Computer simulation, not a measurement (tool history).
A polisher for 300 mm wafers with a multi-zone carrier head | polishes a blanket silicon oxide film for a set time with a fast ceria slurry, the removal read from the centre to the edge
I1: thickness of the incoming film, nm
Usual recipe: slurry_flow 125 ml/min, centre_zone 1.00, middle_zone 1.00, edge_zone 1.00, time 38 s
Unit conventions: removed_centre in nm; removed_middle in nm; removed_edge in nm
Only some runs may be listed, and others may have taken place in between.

Run 1, hour 0.0: usual settings; I1 1639.0. Result: removed_centre 617.4 nm, removed_middle 614.5 nm, removed_edge 638.2 nm.
Run 2, hour 85.3: usual settings; I1 1625.0. Result: removed_centre 607.9 nm, removed_middle 614.2 nm, removed_edge 621.1 nm.
At hour 108.6: slurry nozzle cleaned.
Run 3, hour 151.3: usual settings; I1 1619.3. Result: removed_centre 644.5 nm, removed_middle 643.5 nm, removed_edge 651.5 nm.
Run 4, hour 202.7: usual settings; I1 1627.9. Result: removed_centre 643.7 nm, removed_middle 636.2 nm, removed_edge 647.5 nm.
Run 5, hour 248.8: usual settings; I1 1640.1. Result: removed_centre 641.6 nm, removed_middle 637.7 nm, removed_edge 647.4 nm.
At hour 306.2: worn pad replaced by a new one.
Run 6, hour 329.8: usual settings; I1 1642.2. Result: removed_centre 634.3 nm, removed_middle 631.6 nm, removed_edge 657.2 nm.
Run 7, hour 416.4: usual settings; I1 1641.3. Result: removed_centre 625.0 nm, removed_middle 635.4 nm, removed_edge 634.5 nm.
At hour 451.8: edge zone pressure recalibrated.
Run 8, hour 501.1: usual settings; I1 1627.8. Result: removed_centre 619.4 nm, removed_middle 610.2 nm, removed_edge 640.2 nm.
Run 9, hour 553.1: usual settings; I1 1619.0. Result: removed_centre 611.1 nm, removed_middle 619.3 nm, removed_edge 622.3 nm.
At hour 585.4: carrier head's membrane replaced by a new one.
Run 10, hour 611.3: usual settings; I1 1617.5. Result: removed_centre 607.5 nm, removed_middle 618.8 nm, removed_edge 631.3 nm.
Run 11, hour 658.8: usual settings but slurry_flow 85 ml/min, centre_zone 1.06, edge_zone 1.06, time 42 s; I1 1623.2. Result: removed_centre 610.4 nm, removed_middle 604.7 nm, removed_edge 660.6 nm.
At hour 672.4: worn pad replaced by a new one.
Run 12, hour 724.2: usual settings but centre_zone 1.09, edge_zone 0.96; I1 1631.3. Result: removed_centre 628.5 nm, removed_middle 607.0 nm, removed_edge 611.2 nm.
At hour 741.0: slurry nozzle cleaned.
At hour 794.9: centre zone pressure recalibrated.
Run 13, hour 809.0: usual settings but slurry_flow 160 ml/min, time 42 s; I1 1611.8. Result: removed_centre 756.1 nm, removed_middle 751.0 nm, removed_edge 746.1 nm.
Run 14, hour 850.6: usual settings but slurry_flow 165 ml/min; I1 1617.3. Result: removed_centre 688.7 nm, removed_middle 677.6 nm, removed_edge 679.5 nm.
Run 15, hour 902.3: usual settings; I1 1637.6. Result: removed_centre 637.0 nm, removed_middle 643.6 nm, removed_edge 655.0 nm.
At hour 995.3: worn pad replaced by a new one.
Run 16, hour 995.8: usual settings but time 49 s; I1 1623.8. Result: removed_centre 816.8 nm, removed_middle 826.2 nm, removed_edge 833.2 nm.
Run 17, hour 1157.8: usual settings but slurry_flow 110 ml/min, middle_zone 0.89, edge_zone 1.03, time 25 s; I1 1631.0. Result: removed_centre 402.2 nm, removed_middle 367.7 nm, removed_edge 424.0 nm.
Run 18, hour 1198.5: usual settings but slurry_flow 80 ml/min, edge_zone 1.06; I1 1592.5. Result: removed_centre 538.4 nm, removed_middle 563.2 nm, removed_edge 607.8 nm.
Run 19, hour 1250.3: usual settings but time 48 s; I1 1616.9. Result: removed_centre 782.0 nm, removed_middle 785.9 nm, removed_edge 800.3 nm.
At hour 1289.7: worn pad replaced by a new one.
Run 20, hour 1336.1: usual settings but slurry_flow 135 ml/min, time 43 s; I1 1596.1. Result: removed_centre 712.0 nm, removed_middle 711.5 nm, removed_edge 725.1 nm.
At hour 1364.8: edge zone pressure recalibrated.
At hour 1402.4: slurry nozzle cleaned.
At hour 1648.0: worn pad replaced by a new one.
Run 21, hour 1648.5: usual settings; I1 1632.2. Result: removed_centre 643.9 nm, removed_middle 642.6 nm, removed_edge 648.2 nm.

What if the next run were any one of these 5? Each begins from the tool's condition after run 21:
Run A, hour 1648.9: usual settings; I1 1642.6. Result: removed_centre ?, removed_middle ?, removed_edge ?.
Run B, hour 1648.9: usual settings but middle_zone 1.10, edge_zone 1.04, time 30 s; I1 1642.6. Result: removed_centre ?, removed_middle ?, removed_edge ?.
Run C, hour 1648.9: usual settings but slurry_flow 95 ml/min, centre_zone 0.96, edge_zone 1.06; I1 1642.6. Result: removed_centre ?, removed_middle ?, removed_edge ?.
Run D, hour 1648.9: usual settings but edge_zone 1.11; I1 1642.6. Result: removed_centre ?, removed_middle ?, removed_edge ?.
Run E, hour 1648.9: usual settings but slurry_flow 170 ml/min, centre_zone 1.05, middle_zone 0.88, time 28 s; I1 1642.6. Result: removed_centre ?, removed_middle ?, removed_edge ?.

run  removed_centre  removed_middle  removed_edge
  A           639.1           635.4         643.8
  B           504.9           544.0         516.2
  C           578.6           596.7         632.4
  D           639.1           635.3         673.7
  E           519.5           446.0         495.2
Take away the tool's hidden state, keep each run's random variation, and the runs would have read:
run  removed_centre  removed_middle  removed_edge
  A           654.6           649.0         653.4
  B           517.2           555.6         523.8
  C           596.3           612.5         643.7
  D           654.6           648.9         683.7
  E           529.1           453.4         501.1
